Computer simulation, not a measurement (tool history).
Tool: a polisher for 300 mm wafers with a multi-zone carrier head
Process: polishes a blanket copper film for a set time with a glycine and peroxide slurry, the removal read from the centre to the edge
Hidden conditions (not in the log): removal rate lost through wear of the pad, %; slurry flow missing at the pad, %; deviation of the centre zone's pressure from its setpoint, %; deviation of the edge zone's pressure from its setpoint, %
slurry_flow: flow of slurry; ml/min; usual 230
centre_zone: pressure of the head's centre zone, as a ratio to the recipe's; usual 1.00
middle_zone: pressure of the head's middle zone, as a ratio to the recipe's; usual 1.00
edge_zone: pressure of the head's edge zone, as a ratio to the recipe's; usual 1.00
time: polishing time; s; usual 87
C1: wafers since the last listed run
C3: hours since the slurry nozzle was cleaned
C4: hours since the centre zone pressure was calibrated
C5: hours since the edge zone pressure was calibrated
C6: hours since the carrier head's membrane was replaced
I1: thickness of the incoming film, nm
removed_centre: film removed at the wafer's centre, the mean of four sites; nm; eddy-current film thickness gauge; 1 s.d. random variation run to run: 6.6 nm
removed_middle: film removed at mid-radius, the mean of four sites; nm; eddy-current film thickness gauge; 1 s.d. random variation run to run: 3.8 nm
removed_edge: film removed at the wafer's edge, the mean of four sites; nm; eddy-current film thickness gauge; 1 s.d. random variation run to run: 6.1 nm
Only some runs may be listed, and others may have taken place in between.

{"run": 1, "day": 0.0, "slurry_flow": 230, "centre_zone": 1.0, "middle_zone": 1.0, "edge_zone": 1.0, "time": 87, "C1": 0, "wafers polished on this pad": 598, "C3": 804.1, "C4": 533.9, "C5": 1228.4, "C6": 868.7, "I1": 2247.7, "removed_centre": 491.4, "removed_middle": 511.6, "removed_edge": 503.0}
{"day": 0.442, "done": "worn pad replaced by a new one"}
{"run": 2, "day": 0.496, "slurry_flow": 230, "centre_zone": 1.0, "middle_zone": 1.0, "edge_zone": 1.0, "time": 87, "C1": 60, "wafers polished on this pad": 10, "C3": 816.0, "C4": 545.8, "C5": 1240.3, "C6": 880.6, "I1": 2207.6, "removed_centre": 536.4, "removed_middle": 559.1, "removed_edge": 559.2}
{"run": 3, "day": 0.754, "slurry_flow": 230, "centre_zone": 1.0, "middle_zone": 1.0, "edge_zone": 1.0, "time": 87, "C1": 47, "wafers polished on this pad": 57, "C3": 822.2, "C4": 552.0, "C5": 1246.5, "C6": 886.8, "I1": 2191.9, "removed_centre": 548.8, "removed_middle": 556.6, "removed_edge": 546.8}
{"run": 4, "day": 1.096, "slurry_flow": 230, "centre_zone": 1.0, "middle_zone": 1.0, "edge_zone": 0.97, "time": 87, "C1": 62, "wafers polished on this pad": 120, "C3": 830.4, "C4": 560.2, "C5": 1254.7, "C6": 895.0, "I1": 2199.0, "removed_centre": 535.8, "removed_middle": 547.7, "removed_edge": 538.1}
{"run": 5, "day": 1.517, "slurry_flow": 230, "centre_zone": 1.0, "middle_zone": 1.0, "edge_zone": 0.92, "time": 105, "C1": 77, "wafers polished on this pad": 198, "C3": 840.5, "C4": 570.3, "C5": 1264.8, "C6": 905.1, "I1": 2232.2, "removed_centre": 641.4, "removed_middle": 651.5, "removed_edge": 633.6}
{"run": 6, "day": 1.808, "slurry_flow": 230, "centre_zone": 1.0, "middle_zone": 1.0, "edge_zone": 0.92, "time": 105, "C1": 53, "wafers polished on this pad": 251, "C3": 847.5, "C4": 577.3, "C5": 1271.8, "C6": 912.1, "I1": 2245.0, "removed_centre": 639.6, "removed_middle": 652.9, "removed_edge": 618.1}
{"run": 7, "day": 2.242, "slurry_flow": 230, "centre_zone": 1.0, "middle_zone": 1.0, "edge_zone": 1.0, "time": 87, "C1": 79, "wafers polished on this pad": 331, "C3": 857.9, "C4": 587.7, "C5": 1282.2, "C6": 922.5, "I1": 2253.0, "removed_centre": 518.5, "removed_middle": 527.4, "removed_edge": 528.9}
{"day": 2.742, "done": "centre zone pressure recalibrated"}
{"run": 8, "day": 2.838, "slurry_flow": 230, "centre_zone": 1.0, "middle_zone": 1.0, "edge_zone": 1.08, "time": 87, "C1": 94, "wafers polished on this pad": 425, "C3": 872.2, "C4": 2.3, "C5": 1296.5, "C6": 936.8, "I1": 2218.6, "removed_centre": 512.9, "removed_middle": 526.2, "removed_edge": 541.7}
{"day": 3.388, "done": "worn pad replaced by a new one"}
{"run": 9, "day": 3.512, "slurry_flow": 230, "centre_zone": 1.0, "middle_zone": 1.0, "edge_zone": 0.92, "time": 105, "C1": 93, "wafers polished on this pad": 22, "C3": 888.4, "C4": 18.5, "C5": 1312.7, "C6": 953.0, "I1": 2222.4, "removed_centre": 659.9, "removed_middle": 672.7, "removed_edge": 644.9}
{"day": 3.783, "done": "slurry nozzle cleaned"}
{"run": 10, "day": 3.842, "slurry_flow": 260, "centre_zone": 1.0, "middle_zone": 1.07, "edge_zone": 1.0, "time": 69, "C1": 52, "wafers polished on this pad": 75, "C3": 1.4, "C4": 26.4, "C5": 1320.6, "C6": 960.9, "I1": 2187.9, "removed_centre": 437.9, "removed_middle": 467.4, "removed_edge": 433.4}
{"run": 11, "day": 4.546, "slurry_flow": 230, "centre_zone": 1.0, "middle_zone": 1.0, "edge_zone": 1.0, "time": 87, "C1": 129, "wafers polished on this pad": 205, "C3": 18.3, "C4": 43.3, "C5": 1337.5, "C6": 977.8, "I1": 2171.3, "removed_centre": 527.4, "removed_middle": 545.7, "removed_edge": 536.0}
{"day": 4.892, "done": "carrier head's membrane replaced by a new one"}
{"run": 12, "day": 5.088, "slurry_flow": 230, "centre_zone": 1.0, "middle_zone": 0.93, "edge_zone": 1.0, "time": 57, "C1": 61, "wafers polished on this pad": 266, "C3": 31.3, "C4": 56.3, "C5": 1350.5, "C6": 4.7, "I1": 2232.8, "removed_centre": 341.0, "removed_middle": 334.0, "removed_edge": 341.1}
{"run": 13, "day": 5.804, "slurry_flow": 230, "centre_zone": 1.04, "middle_zone": 1.0, "edge_zone": 1.08, "time": 116, "C1": 131, "wafers polished on this pad": 398, "C3": 48.5, "C4": 73.5, "C5": 1367.7, "C6": 21.9, "I1": 2205.3, "removed_centre": 695.1, "removed_middle": 702.8, "removed_edge": 717.8}
{"run": 14, "day": 6.217, "slurry_flow": 230, "centre_zone": 1.0, "middle_zone": 1.0, "edge_zone": 1.0, "time": 100, "C1": 75, "wafers polished on this pad": 474, "C3": 58.4, "C4": 83.4, "C5": 1377.6, "C6": 31.8, "I1": 2256.6, "removed_centre": 586.5, "removed_middle": 601.5, "removed_edge": 587.1}
{"day": 6.708, "done": "worn pad replaced by a new one"}
{"run": 15, "day": 6.729, "slurry_flow": 275, "centre_zone": 1.0, "middle_zone": 1.0, "edge_zone": 1.0, "time": 76, "C1": 63, "wafers polished on this pad": 3, "C3": 70.7, "C4": 95.7, "C5": 1389.9, "C6": 44.1, "I1": 2225.4, "removed_centre": 477.4, "removed_middle": 489.6, "removed_edge": 478.9}
{"day": 7.171, "done": "edge zone pressure recalibrated"}
{"run": 16, "day": 7.192, "slurry_flow": 230, "centre_zone": 1.04, "middle_zone": 1.0, "edge_zone": 0.92, "time": 87, "C1": 69, "wafers polished on this pad": 73, "C3": 81.8, "C4": 106.8, "C5": 0.5, "C6": 55.2, "I1": 2212.7, "removed_centre": 551.6, "removed_middle": 540.8, "removed_edge": 519.2}
{"run": 17, "day": 7.883, "slurry_flow": 200, "centre_zone": 1.09, "middle_zone": 1.0, "edge_zone": 1.0, "time": 68, "C1": 127, "wafers polished on this pad": 201, "C3": 98.4, "C4": 123.4, "C5": 17.1, "C6": 71.8, "I1": 2220.0, "removed_centre": 432.9, "removed_middle": 411.3, "removed_edge": 402.6}
{"run": 18, "day": 8.408, "slurry_flow": 230, "centre_zone": 1.0, "middle_zone": 1.0, "edge_zone": 1.11, "time": 67, "C1": 96, "wafers polished on this pad": 297, "C3": 111.0, "C4": 136.0, "C5": 29.7, "C6": 84.4, "I1": 2217.8, "removed_centre": 393.1, "removed_middle": 410.1, "removed_edge": 426.8}

What does the tool deliver on the next run?
{"run": 19, "day": 9.108, "slurry_flow": 230, "centre_zone": 1.0, "middle_zone": 1.0, "edge_zone": 1.0, "time": 87, "C1": 128, "wafers polished on this pad": 426, "C3": 127.8, "C4": 152.8, "C5": 46.5, "C6": 101.2, "I1": 2176.8, "removed_centre": "?", "removed_middle": "?", "removed_edge": "?"}

removed_centre: 508.5 nm
removed_middle: 516.3 nm
removed_edge: 511.4 nm
If the tool had no hidden condition, the same run with the same run-to-run variation would have returned removed_centre 550.0 nm, removed_middle 558.4 nm, removed_edge 553.1 nm.
